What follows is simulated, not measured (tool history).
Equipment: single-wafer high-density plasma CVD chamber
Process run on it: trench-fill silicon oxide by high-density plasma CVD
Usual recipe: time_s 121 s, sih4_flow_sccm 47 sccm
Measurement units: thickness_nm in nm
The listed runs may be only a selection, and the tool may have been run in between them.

run    hour  time_s  sih4_flow_sccm  wafers since the last listed run  hours since the silane flow controller was replaced  hours since the gauge calibration  read-back reference wafer on the same gauge, thickness_nm  thickness_nm
  1     0.0     134              47                                 0                                               1564.8                              327.1                                                    553.865       667.497
  2    97.8     116              53                               839                                               1662.6                              424.9                                                    553.754       631.832
  3   139.1     116              53                               354                                               1703.9                              466.2                                                    553.928       637.494
  4   214.6     121              47                               648                                               1779.4                              541.7                                                    553.924       601.767
  5   263.8     121              47                               422                                               1828.6                              590.9                                                    554.760       598.426
      302.9  -- silane flow controller replaced
  6   337.5     121              47                               564                                                 34.6                              664.6                                                    554.485       617.943
  7   405.6     121              47                               584                                                102.7                              732.7                                                    553.542       617.728
  8   505.4     121              47                               856                                                202.5                              832.5                                                    554.417       611.772
  9   609.7     121              47                               895                                                306.8                              936.8                                                    554.236       614.082
 10   716.5     121              49                               916                                                413.6                             1043.6                                                    553.704       631.377
 11   798.0     121              49                               699                                                495.1                             1125.1                                                    554.520       631.430
 12   999.5     121              47                              1730                                                696.6                             1326.6                                                    553.625       609.291
 13  1041.7     121              47                               362                                                738.8                             1368.8                                                    554.262       607.320
 14  1090.2     121              47                               416                                                787.3                             1417.3                                                    553.476       609.496
 15  1149.6     121              47                               509                                                846.7                             1476.7                                                    553.158       611.825
 16  1254.4     121              47                               899                                                951.5                             1581.5                                                    553.954       605.348
 17  1357.5     121              47                               885                                               1054.6                             1684.6                                                    554.776       610.489
 18  1454.5     121              40                               832                                               1151.6                             1781.6                                                    553.593       533.739
 19  1521.7     121              40                               576                                               1218.8                             1848.8                                                    554.527       541.546
 20  1591.7     121              40                               601                                               1288.8                             1918.8                                                    553.365       540.078
 21  1638.4     109              47                               400                                               1335.5                             1965.5                                                    553.852       548.226
 22  1699.6      97              42                               525                                               1396.7                             2026.7                                                    554.068       448.186
 23  1784.4     130              55                               728                                               1481.5                             2111.5                                                    554.545       730.051
 24  1826.0     103              44                               357                                               1523.1                             2153.1                                                    554.238       492.741
     1981.9  -- gauge calibrated
 25  2108.1     138              47                              2422                                               1805.2                              126.2                                                    554.129       694.734
 26  2171.9     137              41                               547                                               1869.0                              190.0                                                    554.271       616.211
 27  2222.0     104              47                               430                                               1919.1                              240.1                                                    554.153       516.317
 28  2276.7     109              41                               469                                               1973.8                              294.8                                                    553.406       494.523
 29  2367.2     140              54                               777                                               2064.3                              385.3                                                    553.666       770.216
     2433.7  -- silane flow controller replaced
 30  2435.0     110              47                               513                                                  1.3                              453.1                                                    553.838       567.116
 31  2477.7     100              44                               366                                                 44.0                              495.8                                                    554.120       488.820
 32  2533.8     101              43                               481                                                100.1                              551.9                                                    553.014       487.963
 33  2582.3     121              47                               416                                                148.6                              600.4                                                    554.132       615.957
 34  2642.8     128              56                               519                                                209.1                              660.9                                                    553.722       747.331
 35  2729.0     121              47                               740                                                295.3                              747.1                                                    553.262       618.495
 36  2813.8     102              50                               728                                                380.1                              831.9                                                    553.581       540.157
 37  2882.5     121              47                               589                                                448.8                              900.6                                                    554.115       609.036
 38  2945.3     121              47                               539                                                511.6                              963.4                                                    553.698       612.139
 39  3050.5     129              39                               903                                                616.8                             1068.6                                                    554.583       569.872
 40  3091.3     121              47                               350                                                657.6                             1109.4                                                    555.003       614.735
 41  3131.0     101              54                               340                                                697.3                             1149.1                                                    552.887       566.785

Measured result minus the same run's result without the hidden state. Both carry the same run-to-run variation, though not necessarily the same gauge scatter:
The hidden state here: delivered silane flow above the setpoint (%); gauge reads high (%).
run  thickness_nm
  1       -17.607
  2       -16.935
  3       -17.191
  4       -16.393
  5       -16.401
  6        -1.972
  7        -3.483
  8        -5.411
  9        -7.228
 10        -9.074
 11       -10.177
 12       -11.998
 13       -12.343
 14       -12.804
 15       -13.328
 16       -13.929
 17       -14.685
 18       -13.297
 19       -13.778
 20       -14.013
 21       -14.394
 22       -11.935
 23       -19.785
 24       -13.459
 25       -19.778
 26       -17.668
 27       -14.880
 28       -14.327
 29       -22.487
 30        +1.286
 31        +0.318
 32        -0.652
 33        -1.812
 34        -3.590
 35        -4.458
 36        -5.033
 37        -6.613
 38        -7.436
 39        -8.021
 40        -9.068
 41        -8.714
